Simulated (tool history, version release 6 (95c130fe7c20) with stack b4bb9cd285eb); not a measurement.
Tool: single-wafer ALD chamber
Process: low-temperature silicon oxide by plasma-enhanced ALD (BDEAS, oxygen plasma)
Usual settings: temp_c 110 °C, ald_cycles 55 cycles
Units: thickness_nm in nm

| run | hour | temp_c | ald_cycles | wafers since the last listed run | hours since the last thermocouple change | hours since the gauge calibration | read-back reference wafer on the same gauge, thickness_nm | thickness_nm |
|---|---|---|---|---|---|---|---|---|
| 1 | 0 | 114 | 47 | 0 | 1299.8 | 483.3 | 7.488 | 6.685 |
| 2 | 35.6 | 117 | 47 | 220 | 1335.4 | 518.9 | 7.482 | 6.663 |
| 3 | 47.8 | 117 | 47 | 75 | 1347.6 | 531.1 | 7.486 | 6.683 |
| 4 | 62.9 | 117 | 47 | 93 | 1362.7 | 546.2 | 7.48 | 6.65 |
| 5 | 76.7 | 103 | 55 | 85 | 1376.5 | 560 | 7.477 | 7.98 |
| 6 | 91.3 | 103 | 55 | 90 | 1391.1 | 574.6 | 7.482 | 7.989 |
| 7 | 117.5 | 110 | 55 | 162 | 1417.3 | 600.8 | 7.476 | 7.843 |
| 8 | 133.9 | 121 | 55 | 101 | 1433.7 | 617.2 | 7.474 | 7.732 |
| 9 | 158.1 | 110 | 55 | 149 | 1457.9 | 641.4 | 7.478 | 7.865 |
| 10 | 171.4 | 110 | 55 | 82 | 1471.2 | 654.7 | 7.468 | 7.878 |
| 11 | 204.5 | 110 | 55 | 204 | 1504.3 | 687.8 | 7.464 | 7.885 |
| 12 | 228.3 | 110 | 55 | 147 | 1528.1 | 711.6 | 7.467 | 7.85 |
| 13 | 251.2 | 110 | 55 | 141 | 1551 | 734.5 | 7.454 | 7.846 |
| 14 | 275 | 110 | 50 | 147 | 1574.8 | 758.3 | 7.46 | 7.134 |
| 15 | 297.9 | 110 | 55 | 141 | 1597.7 | 781.2 | 7.45 | 7.845 |
| 16 | 321.5 | 110 | 55 | 146 | 1621.3 | 804.8 | 7.445 | 7.857 |
| 17 | 351.8 | 110 | 55 | 187 | 1651.6 | 835.1 | 7.431 | 7.849 |
| 18 | 373.4 | 110 | 60 | 133 | 1673.2 | 856.7 | 7.441 | 8.571 |
|  | 402.5 | gauge calibrated |
| 19 | 436 | 110 | 60 | 387 | 1735.8 | 33.5 | 7.519 | 8.686 |
| 20 | 451.7 | 110 | 55 | 97 | 1751.5 | 49.2 | 7.504 | 7.93 |
| 21 | 466.2 | 110 | 55 | 89 | 1766 | 63.7 | 7.525 | 7.954 |
| 22 | 478.9 | 110 | 55 | 78 | 1778.7 | 76.4 | 7.519 | 7.886 |
| 23 | 507.6 | 110 | 55 | 177 | 1807.4 | 105.1 | 7.513 | 7.918 |
| 24 | 528.8 | 123 | 63 | 131 | 1828.6 | 126.3 | 7.51 | 8.907 |
| 25 | 563.1 | 118 | 64 | 212 | 1862.9 | 160.6 | 7.513 | 9.092 |
| 26 | 597.7 | 110 | 61 | 214 | 1897.5 | 195.2 | 7.514 | 8.768 |
| 27 | 611.8 | 97 | 49 | 87 | 1911.6 | 209.3 | 7.508 | 7.233 |
| 28 | 636.4 | 110 | 55 | 152 | 1936.2 | 233.9 | 7.503 | 7.901 |
| 29 | 670.4 | 121 | 63 | 210 | 1970.2 | 267.9 | 7.505 | 8.899 |
| 30 | 700.8 | 117 | 59 | 188 | 2000.6 | 298.3 | 7.511 | 8.387 |
| 31 | 729.8 | 115 | 50 | 179 | 2029.6 | 327.3 | 7.509 | 7.112 |
| 32 | 761.7 | 116 | 62 | 197 | 2061.5 | 359.2 | 7.504 | 8.784 |
| 33 | 779.3 | 110 | 55 | 108 | 2079.1 | 376.8 | 7.501 | 7.889 |
| 34 | 796.5 | 110 | 66 | 106 | 2096.3 | 394 | 7.501 | 9.468 |
| 35 | 810.9 | 110 | 55 | 89 | 2110.7 | 408.4 | 7.492 | 7.883 |
| 36 | 847.4 | 110 | 55 | 225 | 2147.2 | 444.9 | 7.486 | 7.854 |
|  | 900 | thermocouple changed; heater temperature recalibrated |
| 37 | 905.4 | 110 | 55 | 309 | 5.4 | 502.9 | 7.489 | 7.911 |
| 38 | 928.7 | 110 | 55 | 144 | 28.7 | 526.2 | 7.479 | 7.879 |
| 39 | 956.8 | 101 | 55 | 173 | 56.8 | 554.3 | 7.488 | 7.985 |
| 40 | 971.5 | 110 | 55 | 90 | 71.5 | 569 | 7.485 | 7.852 |
| 41 | 1002.3 | 110 | 55 | 190 | 102.3 | 599.8 | 7.473 | 7.885 |
| 42 | 1033.3 | 119 | 55 | 191 | 133.3 | 630.8 | 7.471 | 7.791 |
| 43 | 1054.6 | 116 | 60 | 131 | 154.6 | 652.1 | 7.466 | 8.509 |
| 44 | 1086.7 | 104 | 65 | 198 | 186.7 | 684.2 | 7.461 | 9.379 |
| 45 | 1110.2 | 102 | 51 | 145 | 210.2 | 707.7 | 7.457 | 7.377 |
| 46 | 1135.4 | 124 | 64 | 155 | 235.4 | 732.9 | 7.461 | 8.922 |
| 47 | 1167.1 | 96 | 66 | 196 | 267.1 | 764.6 | 7.451 | 9.687 |

What the log doesn't show, run by run:
wafer temperature above the value expected at the setpoint (K): 0 in every run
H1: gauge reads high (%)
| run | H1 |
|---|---|
| 1 | -0.252 |
| 2 | -0.302 |
| 3 | -0.32 |
| 4 | -0.343 |
| 5 | -0.365 |
| 6 | -0.388 |
| 7 | -0.431 |
| 8 | -0.459 |
| 9 | -0.502 |
| 10 | -0.527 |
| 11 | -0.589 |
| 12 | -0.636 |
| 13 | -0.683 |
| 14 | -0.733 |
| 15 | -0.783 |
| 16 | -0.835 |
| 17 | -0.905 |
| 18 | -0.957 |
| 19 | 0.0518 |
| 20 | 0.05 |
| 21 | 0.0477 |
| 22 | 0.0452 |
| 23 | 0.0379 |
| 24 | 0.0309 |
| 25 | 0.0171 |
| 26 | -0.000257 |
| 27 | -0.00829 |
| 28 | -0.0237 |
| 29 | -0.0477 |
| 30 | -0.0719 |
| 31 | -0.0975 |
| 32 | -0.128 |
| 33 | -0.147 |
| 34 | -0.165 |
| 35 | -0.182 |
| 36 | -0.225 |
| 37 | -0.303 |
| 38 | -0.337 |
| 39 | -0.379 |
| 40 | -0.403 |
| 41 | -0.453 |
| 42 | -0.507 |
| 43 | -0.546 |
| 44 | -0.606 |
| 45 | -0.652 |
| 46 | -0.703 |
| 47 | -0.77 |
